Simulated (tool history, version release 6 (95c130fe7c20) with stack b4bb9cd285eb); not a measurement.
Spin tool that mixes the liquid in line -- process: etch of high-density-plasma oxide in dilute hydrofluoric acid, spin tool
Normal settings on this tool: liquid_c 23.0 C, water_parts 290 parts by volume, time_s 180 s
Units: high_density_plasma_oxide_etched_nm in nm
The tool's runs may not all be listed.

run,hour,liquid_c,water_parts,time_s,wafers since the last listed run,hours since the thermometer was replaced,hours since the hydrofluoric acid flow meter was replaced,hours since the gauge calibration,"read-back film thickness of the high-density-plasma oxide reference wafer, read on the same gauge (nm)",high_density_plasma_oxide_etched_nm
1,0.0,23.0,290,180,0,2835.1,1023.9,6.0,80.042,3.813
2,6.9,23.0,290,180,62,2842.0,1030.8,12.9,80.063,3.758
3,18.4,23.0,290,180,104,2853.5,1042.3,24.4,80.018,3.805
4,28.6,23.0,290,225,92,2863.7,1052.5,34.6,79.987,4.742
5,42.7,23.0,290,180,128,2877.8,1066.6,48.7,79.987,3.774
6,52.5,23.0,290,180,89,2887.6,1076.4,58.5,79.997,3.748
7,64.5,23.0,290,180,109,2899.6,1088.4,70.5,80.003,3.752
8,71.0,23.0,290,180,59,2906.1,1094.9,77.0,79.961,3.753
9,88.8,27.5,235,180,162,2923.9,1112.7,94.8,80.007,5.738
# hour 89.3: gauge calibrated
# hour 100.7: thermometer replaced
# hour 113.6: hydrofluoric acid flow meter replaced
10,114.1,24.5,290,285,212,13.4,0.5,24.8,80.032,7.107
11,124.0,23.0,290,180,90,23.3,10.4,34.7,80.008,4.324
12,133.3,23.0,290,225,84,32.6,19.7,44.0,80.030,5.342
13,141.1,23.0,185,180,71,40.4,27.5,51.8,80.021,7.473
14,149.4,25.0,290,95,75,48.7,35.8,60.1,80.046,2.421

Predict each of these 5 candidate next runs independently; none follows another, all start after run 14:
A,149.9,23.0,290,180,4,49.2,36.3,60.6,?,?
B,149.9,18.5,290,145,4,49.2,36.3,60.6,?,?
C,149.9,23.0,145,140,4,49.2,36.3,60.6,?,?
D,149.9,28.0,210,180,4,49.2,36.3,60.6,?,?
E,149.9,23.0,205,180,4,49.2,36.3,60.6,?,?

run,"read-back film thickness of the high-density-plasma oxide reference wafer, read on the same gauge (nm)",high_density_plasma_oxide_etched_nm
A,80.018,4.245
B,80.018,2.905
C,80.018,7.693
D,80.018,7.612
E,80.018,6.548
What these runs would have given with no unlogged condition in the tool:
run,high_density_plasma_oxide_etched_nm
A,4.368
B,2.987
C,7.894
D,7.826
E,6.728

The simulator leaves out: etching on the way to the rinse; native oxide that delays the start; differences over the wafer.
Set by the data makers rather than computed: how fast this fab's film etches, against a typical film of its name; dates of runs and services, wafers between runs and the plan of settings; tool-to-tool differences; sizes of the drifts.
